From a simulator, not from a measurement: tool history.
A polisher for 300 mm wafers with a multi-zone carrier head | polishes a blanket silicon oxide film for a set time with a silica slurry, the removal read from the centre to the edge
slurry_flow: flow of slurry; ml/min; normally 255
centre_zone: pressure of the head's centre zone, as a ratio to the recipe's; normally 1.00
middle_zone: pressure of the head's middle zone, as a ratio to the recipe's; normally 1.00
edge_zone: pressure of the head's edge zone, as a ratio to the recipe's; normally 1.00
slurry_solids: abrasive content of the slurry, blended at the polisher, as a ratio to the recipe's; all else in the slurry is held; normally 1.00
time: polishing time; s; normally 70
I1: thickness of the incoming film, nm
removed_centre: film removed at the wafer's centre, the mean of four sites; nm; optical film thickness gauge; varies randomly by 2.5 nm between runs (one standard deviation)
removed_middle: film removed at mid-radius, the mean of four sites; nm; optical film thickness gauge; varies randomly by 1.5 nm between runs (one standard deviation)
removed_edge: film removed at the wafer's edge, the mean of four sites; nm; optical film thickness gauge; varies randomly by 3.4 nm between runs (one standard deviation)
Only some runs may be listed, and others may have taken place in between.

run 1 hour=0.0 | slurry_flow=320 centre_zone=0.92 middle_zone=1.00 edge_zone=1.07 slurry_solids=1.00 time=70 | I1=1408.0 | removed_centre=205.5 removed_middle=210.0 removed_edge=212.0
run 2 hour=62.5 | slurry_flow=225 centre_zone=1.09 middle_zone=1.00 edge_zone=1.00 slurry_solids=0.80 time=70 | I1=1448.9 | removed_centre=220.0 removed_middle=190.5 removed_edge=189.0
run 3 hour=132.0 | slurry_flow=255 centre_zone=0.94 middle_zone=0.94 edge_zone=1.00 slurry_solids=1.10 time=94 | I1=1421.8 | removed_centre=282.6 removed_middle=269.2 removed_edge=281.4
run 4 hour=190.2 | slurry_flow=255 centre_zone=1.00 middle_zone=1.00 edge_zone=1.00 slurry_solids=1.00 time=70 | I1=1416.1 | removed_centre=218.6 removed_middle=200.3 removed_edge=201.5
run 5 hour=253.9 | slurry_flow=255 centre_zone=1.00 middle_zone=1.00 edge_zone=1.00 slurry_solids=1.00 time=70 | I1=1414.8 | removed_centre=219.0 removed_middle=197.5 removed_edge=199.0
run 6 hour=316.2 | slurry_flow=255 centre_zone=1.00 middle_zone=1.00 edge_zone=1.00 slurry_solids=1.10 time=70 | I1=1424.2 | removed_centre=223.4 removed_middle=203.3 removed_edge=203.9
-- hour=328.2 worn pad replaced by a new one
run 7 hour=421.4 | slurry_flow=255 centre_zone=1.00 middle_zone=1.00 edge_zone=1.07 slurry_solids=1.00 time=90 | I1=1434.7 | removed_centre=312.8 removed_middle=275.1 removed_edge=285.2
-- hour=442.1 centre zone pressure recalibrated
run 8 hour=465.2 | slurry_flow=255 centre_zone=1.00 middle_zone=1.00 edge_zone=0.89 slurry_solids=1.00 time=47 | I1=1404.6 | removed_centre=143.0 removed_middle=142.1 removed_edge=135.2
run 9 hour=495.4 | slurry_flow=255 centre_zone=1.00 middle_zone=1.00 edge_zone=1.00 slurry_solids=1.00 time=70 | I1=1396.3 | removed_centre=209.8 removed_middle=210.6 removed_edge=206.9
run 10 hour=525.4 | slurry_flow=255 centre_zone=0.93 middle_zone=0.90 edge_zone=1.00 slurry_solids=1.00 time=49 | I1=1425.2 | removed_centre=135.6 removed_middle=134.9 removed_edge=139.5
-- hour=572.0 slurry nozzle cleaned
-- hour=588.6 carrier head's membrane replaced by a new one
run 11 hour=593.9 | slurry_flow=340 centre_zone=1.08 middle_zone=1.00 edge_zone=0.95 slurry_solids=1.00 time=70 | I1=1426.4 | removed_centre=227.7 removed_middle=210.8 removed_edge=201.8
run 12 hour=633.6 | slurry_flow=255 centre_zone=1.06 middle_zone=0.89 edge_zone=0.91 slurry_solids=0.80 time=70 | I1=1445.6 | removed_centre=210.2 removed_middle=175.3 removed_edge=180.6
run 13 hour=664.5 | slurry_flow=255 centre_zone=1.07 middle_zone=1.00 edge_zone=1.00 slurry_solids=1.00 time=80 | I1=1413.2 | removed_centre=254.4 removed_middle=229.6 removed_edge=227.3
run 14 hour=709.1 | slurry_flow=255 centre_zone=1.00 middle_zone=1.00 edge_zone=1.00 slurry_solids=1.25 time=70 | I1=1423.7 | removed_centre=222.6 removed_middle=214.0 removed_edge=212.5
-- hour=776.4 worn pad replaced by a new one
run 15 hour=779.7 | slurry_flow=255 centre_zone=1.00 middle_zone=1.00 edge_zone=1.00 slurry_solids=1.00 time=70 | I1=1446.6 | removed_centre=240.4 removed_middle=232.4 removed_edge=229.0
run 16 hour=849.4 | slurry_flow=255 centre_zone=0.95 middle_zone=1.10 edge_zone=1.00 slurry_solids=1.15 time=89 | I1=1417.6 | removed_centre=294.2 removed_middle=310.3 removed_edge=287.5
-- hour=909.4 edge zone pressure recalibrated
run 17 hour=915.6 | slurry_flow=255 centre_zone=1.00 middle_zone=1.00 edge_zone=1.11 slurry_solids=1.00 time=70 | I1=1414.7 | removed_centre=227.4 removed_middle=215.9 removed_edge=218.8
run 18 hour=974.1 | slurry_flow=255 centre_zone=1.00 middle_zone=1.10 edge_zone=1.00 slurry_solids=0.70 time=70 | I1=1408.2 | removed_centre=204.6 removed_middle=203.5 removed_edge=190.3
run 19 hour=1004.8 | slurry_flow=255 centre_zone=1.00 middle_zone=1.00 edge_zone=1.00 slurry_solids=1.00 time=70 | I1=1418.7 | removed_centre=227.1 removed_middle=210.5 removed_edge=212.6
run 20 hour=1059.9 | slurry_flow=255 centre_zone=1.00 middle_zone=1.00 edge_zone=1.00 slurry_solids=1.00 time=70 | I1=1426.3 | removed_centre=225.6 removed_middle=206.7 removed_edge=205.5
run 21 hour=1129.1 | slurry_flow=255 centre_zone=1.00 middle_zone=1.00 edge_zone=1.00 slurry_solids=1.00 time=70 | I1=1437.4 | removed_centre=228.8 removed_middle=204.9 removed_edge=206.4
-- hour=1132.0 centre zone pressure recalibrated
-- hour=1283.7 worn pad replaced by a new one
-- hour=1288.7 slurry nozzle cleaned
-- hour=1313.2 carrier head's membrane replaced by a new one
run 22 hour=1340.3 | slurry_flow=255 centre_zone=0.95 middle_zone=1.00 edge_zone=1.00 slurry_solids=0.75 time=70 | I1=1400.5 | removed_centre=196.4 removed_middle=205.2 removed_edge=204.2

What would each run have given without the hidden state, its run-to-run variation left as it was?
What the log doesn't record here: removal rate lost through wear of the pad, %; slurry flow missing at the pad, %; deviation of the centre zone's pressure from its setpoint, %; deviation of the edge zone's pressure from its setpoint, %.
run=1 removed_centre=215.4 removed_middle=234.4 removed_edge=236.6
run=2 removed_centre=232.0 removed_middle=215.8 removed_edge=214.0
run=3 removed_centre=298.0 removed_middle=308.4 removed_edge=322.3
run=4 removed_centre=230.1 removed_middle=231.0 removed_edge=232.4
run=5 removed_centre=229.5 removed_middle=229.0 removed_edge=230.6
run=6 removed_centre=232.8 removed_middle=236.6 removed_edge=237.1
run=7 removed_centre=297.1 removed_middle=296.2 removed_edge=306.9
run=8 removed_centre=157.3 removed_middle=155.8 removed_edge=148.2
run=9 removed_centre=232.1 removed_middle=233.4 removed_edge=229.2
run=10 removed_centre=150.6 removed_middle=150.9 removed_edge=156.0
run=11 removed_centre=254.2 removed_middle=239.4 removed_edge=229.2
run=12 removed_centre=234.7 removed_middle=200.5 removed_edge=206.5
run=13 removed_centre=283.9 removed_middle=263.7 removed_edge=261.0
run=14 removed_centre=247.9 removed_middle=246.9 removed_edge=245.2
run=15 removed_centre=230.5 removed_middle=233.5 removed_edge=230.1
run=16 removed_centre=291.5 removed_middle=325.9 removed_edge=301.9
run=17 removed_centre=229.8 removed_middle=233.6 removed_edge=236.6
run=18 removed_centre=208.8 removed_middle=224.2 removed_edge=209.6
run=19 removed_centre=232.5 removed_middle=233.7 removed_edge=235.9
run=20 removed_centre=231.4 removed_middle=232.1 removed_edge=230.6
run=21 removed_centre=234.6 removed_middle=232.3 removed_edge=233.7
run=22 removed_centre=199.9 removed_middle=214.3 removed_edge=213.3
